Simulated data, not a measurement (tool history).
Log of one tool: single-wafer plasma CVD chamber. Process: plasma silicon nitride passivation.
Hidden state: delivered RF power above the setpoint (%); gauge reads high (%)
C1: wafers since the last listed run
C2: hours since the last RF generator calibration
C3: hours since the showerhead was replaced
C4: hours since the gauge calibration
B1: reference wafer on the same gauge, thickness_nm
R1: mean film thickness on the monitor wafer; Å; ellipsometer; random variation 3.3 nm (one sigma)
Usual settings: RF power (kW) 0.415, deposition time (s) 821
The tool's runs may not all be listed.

Run 1, hour 0.0: usual settings; C1 0; C2 2020.9; C3 5662.3; C4 1915.1; B1 1240.410. Result: R1 11359.39 Å.
Run 2, hour 56.8: usual settings; C1 143; C2 2077.7; C3 5719.1; C4 1971.9; B1 1240.083. Result: R1 11259.66 Å.
Run 3, hour 127.7: usual settings but RF power (kW) 0.370; C1 179; C2 2148.6; C3 5790.0; C4 2042.8; B1 1240.736. Result: R1 10669.37 Å.
Run 4, hour 158.2: usual settings but RF power (kW) 0.370; C1 77; C2 2179.1; C3 5820.5; C4 2073.3; B1 1238.792. Result: R1 10679.96 Å.
Run 5, hour 190.7: usual settings but RF power (kW) 0.440; C1 82; C2 2211.6; C3 5853.0; C4 2105.8; B1 1240.699. Result: R1 11605.26 Å.
Run 6, hour 236.1: usual settings but RF power (kW) 0.440; C1 115; C2 2257.0; C3 5898.4; C4 2151.2; B1 1239.675. Result: R1 11634.73 Å.
Run 7, hour 262.1: usual settings but RF power (kW) 0.440; C1 65; C2 2283.0; C3 5924.4; C4 2177.2; B1 1240.267. Result: R1 11613.82 Å.
Run 8, hour 328.2: usual settings; C1 167; C2 2349.1; C3 5990.5; C4 2243.3; B1 1239.595. Result: R1 11219.95 Å.
Run 9, hour 352.4: usual settings; C1 61; C2 2373.3; C3 6014.7; C4 2267.5; B1 1239.406. Result: R1 11220.07 Å.
Run 10, hour 401.2: usual settings; C1 123; C2 2422.1; C3 6063.5; C4 2316.3; B1 1239.130. Result: R1 11312.77 Å.
Run 11, hour 441.9: usual settings; C1 103; C2 2462.8; C3 6104.2; C4 2357.0; B1 1240.601. Result: R1 11322.49 Å.
Run 12, hour 471.9: usual settings but deposition time (s) 772; C1 75; C2 2492.8; C3 6134.2; C4 2387.0; B1 1241.716. Result: R1 10631.47 Å.
Run 13, hour 500.9: usual settings but RF power (kW) 0.390; C1 73; C2 2521.8; C3 6163.2; C4 2416.0; B1 1240.994. Result: R1 10909.61 Å.
Run 14, hour 559.1: usual settings but RF power (kW) 0.390; C1 147; C2 2580.0; C3 6221.4; C4 2474.2; B1 1239.199. Result: R1 10898.13 Å.
At hour 575.7: RF generator calibrated.
Run 15, hour 600.2: usual settings but RF power (kW) 0.390; C1 83; C2 24.5; C3 6262.5; C4 2515.3; B1 1241.384. Result: R1 11120.04 Å.
At hour 624.9: gauge calibrated.
Run 16, hour 664.9: usual settings; C1 163; C2 89.2; C3 6327.2; C4 40.0; B1 1239.632. Result: R1 11411.72 Å.
Run 17, hour 702.0: usual settings; C1 93; C2 126.3; C3 6364.3; C4 77.1; B1 1238.206. Result: R1 11361.20 Å.
Run 18, hour 754.8: usual settings; C1 133; C2 179.1; C3 6417.1; C4 129.9; B1 1240.130. Result: R1 11464.12 Å.
Run 19, hour 784.4: usual settings but RF power (kW) 0.480; C1 74; C2 208.7; C3 6446.7; C4 159.5; B1 1239.039. Result: R1 12177.13 Å.
Run 20, hour 810.9: usual settings but RF power (kW) 0.445, deposition time (s) 731; C1 67; C2 235.2; C3 6473.2; C4 186.0; B1 1239.743. Result: R1 10509.10 Å.
Run 21, hour 842.2: usual settings but RF power (kW) 0.460, deposition time (s) 661; C1 79; C2 266.5; C3 6504.5; C4 217.3; B1 1238.498. Result: R1 9683.32 Å.
Run 22, hour 873.8: usual settings but RF power (kW) 0.490, deposition time (s) 689; C1 80; C2 298.1; C3 6536.1; C4 248.9; B1 1239.414. Result: R1 10356.33 Å.
Run 23, hour 912.1: usual settings; C1 97; C2 336.4; C3 6574.4; C4 287.2; B1 1239.433. Result: R1 11375.93 Å.
At hour 974.9: showerhead replaced.
Run 24, hour 975.4: usual settings but RF power (kW) 0.350, deposition time (s) 969; C1 140; C2 399.7; C3 0.5; C4 350.5; B1 1237.502. Result: R1 12334.44 Å.
Run 25, hour 1015.9: usual settings but deposition time (s) 674; C1 102; C2 440.2; C3 41.0; C4 391.0; B1 1240.386. Result: R1 9373.81 Å.
Run 26, hour 1042.3: usual settings but RF power (kW) 0.375, deposition time (s) 962; C1 66; C2 466.6; C3 67.4; C4 417.4; B1 1241.395. Result: R1 12626.43 Å.
Run 27, hour 1103.3: usual settings but RF power (kW) 0.340, deposition time (s) 692; C1 154; C2 527.6; C3 128.4; C4 478.4; B1 1238.844. Result: R1 8640.40 Å.
Run 28, hour 1139.8: usual settings but RF power (kW) 0.350; C1 92; C2 564.1; C3 164.9; C4 514.9; B1 1241.381. Result: R1 10439.56 Å.
Run 29, hour 1188.0: usual settings; C1 122; C2 612.3; C3 213.1; C4 563.1; B1 1239.543. Result: R1 11351.53 Å.
Run 30, hour 1258.4: usual settings but RF power (kW) 0.490, deposition time (s) 970; C1 178; C2 682.7; C3 283.5; C4 633.5; B1 1240.526. Result: R1 14472.51 Å.
Run 31, hour 1327.3: usual settings but RF power (kW) 0.360, deposition time (s) 727; C1 174; C2 751.6; C3 352.4; C4 702.4; B1 1241.790. Result: R1 9339.94 Å.
Run 32, hour 1389.6: usual settings but RF power (kW) 0.460, deposition time (s) 668; C1 157; C2 813.9; C3 414.7; C4 764.7; B1 1239.236. Result: R1 9662.59 Å.
Run 33, hour 1435.4: usual settings; C1 116; C2 859.7; C3 460.5; C4 810.5; B1 1240.894. Result: R1 11342.95 Å.
Run 34, hour 1470.5: usual settings but RF power (kW) 0.380, deposition time (s) 774; C1 88; C2 894.8; C3 495.6; C4 845.6; B1 1240.012. Result: R1 10256.15 Å.
Run 35, hour 1497.1: usual settings but RF power (kW) 0.485, deposition time (s) 963; C1 67; C2 921.4; C3 522.2; C4 872.2; B1 1237.938. Result: R1 14282.11 Å.
Run 36, hour 1558.8: usual settings; C1 156; C2 983.1; C3 583.9; C4 933.9; B1 1239.378. Result: R1 11281.34 Å.

Run 37 comes next. What will it give?
Run 37, hour 1623.6: usual settings but RF power (kW) 0.340; C1 164; C2 1047.9; C3 648.7; C4 998.7; B1 ?. Result: R1 ?.

B1: 1238.121
R1: 10235.22 Å
Without the tool's hidden state the same run would have given R1 10367.10 Å.

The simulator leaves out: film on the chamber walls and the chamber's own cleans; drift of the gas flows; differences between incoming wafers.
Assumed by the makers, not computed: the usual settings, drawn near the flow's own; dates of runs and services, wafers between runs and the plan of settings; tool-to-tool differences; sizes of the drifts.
